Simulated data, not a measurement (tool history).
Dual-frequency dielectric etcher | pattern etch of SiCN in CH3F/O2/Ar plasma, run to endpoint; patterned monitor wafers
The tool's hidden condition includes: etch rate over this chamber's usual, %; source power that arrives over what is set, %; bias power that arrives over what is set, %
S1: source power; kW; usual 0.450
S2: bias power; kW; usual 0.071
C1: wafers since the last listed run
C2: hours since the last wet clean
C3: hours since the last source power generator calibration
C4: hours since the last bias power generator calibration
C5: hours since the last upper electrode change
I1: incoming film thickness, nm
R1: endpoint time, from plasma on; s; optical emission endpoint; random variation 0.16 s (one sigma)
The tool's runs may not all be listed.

run 1 day=0.000 | S1=0.450 S2=0.071 | C1=0 C2=158.1 C3=1438.9 C4=1698.6 C5=2418.8 | I1=10.06 | R1=23.7
run 2 day=0.775 | S1=0.450 S2=0.071 | C1=259 C2=176.7 C3=1457.5 C4=1717.2 C5=2437.4 | I1=10.12 | R1=23.9
run 3 day=2.133 | S1=0.450 S2=0.071 | C1=454 C2=209.3 C3=1490.1 C4=1749.8 C5=2470.0 | I1=10.14 | R1=24.0
run 4 day=3.562 | S1=0.450 S2=0.071 | C1=478 C2=243.6 C3=1524.4 C4=1784.1 C5=2504.3 | I1=10.11 | R1=24.0
run 5 day=4.296 | S1=0.450 S2=0.071 | C1=245 C2=261.2 C3=1542.0 C4=1801.7 C5=2521.9 | I1=10.09 | R1=24.1
run 6 day=5.583 | S1=0.420 S2=0.071 | C1=431 C2=292.1 C3=1572.9 C4=1832.6 C5=2552.8 | I1=10.11 | R1=25.2
run 7 day=6.671 | S1=0.450 S2=0.080 | C1=364 C2=318.2 C3=1599.0 C4=1858.7 C5=2578.9 | I1=10.22 | R1=23.5
run 8 day=8.162 | S1=0.450 S2=0.080 | C1=499 C2=354.0 C3=1634.8 C4=1894.5 C5=2614.7 | I1=10.06 | R1=23.0
-- day=8.375 bias power generator calibrated
run 9 day=9.162 | S1=0.450 S2=0.071 | C1=279 C2=378.0 C3=1658.8 C4=18.9 C5=2638.7 | I1=10.22 | R1=24.6
-- day=10.396 wet clean of the chamber
run 10 day=12.912 | S1=0.450 S2=0.071 | C1=921 C2=60.4 C3=1748.8 C4=108.9 C5=2728.7 | I1=10.13 | R1=23.9
-- day=14.583 upper electrode replaced
run 11 day=14.604 | S1=0.370 S2=0.062 | C1=231 C2=101.0 C3=1789.4 C4=149.5 C5=0.5 | I1=10.13 | R1=28.5
run 12 day=15.400 | S1=0.450 S2=0.080 | C1=266 C2=120.1 C3=1808.5 C4=168.6 C5=19.6 | I1=10.12 | R1=22.9
run 13 day=16.179 | S1=0.450 S2=0.071 | C1=260 C2=138.8 C3=1827.2 C4=187.3 C5=38.3 | I1=10.13 | R1=23.7
-- day=17.038 source power generator calibrated
run 14 day=17.058 | S1=0.370 S2=0.078 | C1=238 C2=159.9 C3=0.5 C4=208.4 C5=59.4 | I1=10.08 | R1=26.3
run 15 day=17.958 | S1=0.450 S2=0.066 | C1=301 C2=181.5 C3=22.1 C4=230.0 C5=81.0 | I1=10.17 | R1=24.8
run 16 day=18.533 | S1=0.450 S2=0.071 | C1=192 C2=195.3 C3=35.9 C4=243.8 C5=94.8 | I1=10.06 | R1=23.4
run 17 day=19.396 | S1=0.450 S2=0.087 | C1=288 C2=216.0 C3=56.6 C4=264.5 C5=115.5 | I1=10.07 | R1=22.1
run 18 day=20.846 | S1=0.450 S2=0.054 | C1=485 C2=250.8 C3=91.4 C4=299.3 C5=150.3 | I1=10.25 | R1=26.7
run 19 day=25.146 | S1=0.400 S2=0.071 | C1=1440 C2=354.0 C3=194.6 C4=402.5 C5=253.5 | I1=10.05 | R1=26.0
-- day=27.196 wet clean of the chamber
run 20 day=27.217 | S1=0.450 S2=0.071 | C1=358 C2=0.5 C3=244.3 C4=452.2 C5=303.2 | I1=10.04 | R1=23.4

The same runs without the tool's hidden state, with the same run-to-run variation:
run=1 R1=23.5
run=2 R1=23.6
run=3 R1=23.6
run=4 R1=23.6
run=5 R1=23.6
run=6 R1=24.6
run=7 R1=22.9
run=8 R1=22.4
run=9 R1=23.8
run=10 R1=23.8
run=11 R1=28.2
run=12 R1=22.6
run=13 R1=23.4
run=14 R1=25.9
run=15 R1=24.4
run=16 R1=23.0
run=17 R1=21.7
run=18 R1=26.1
run=19 R1=25.2
run=20 R1=23.4
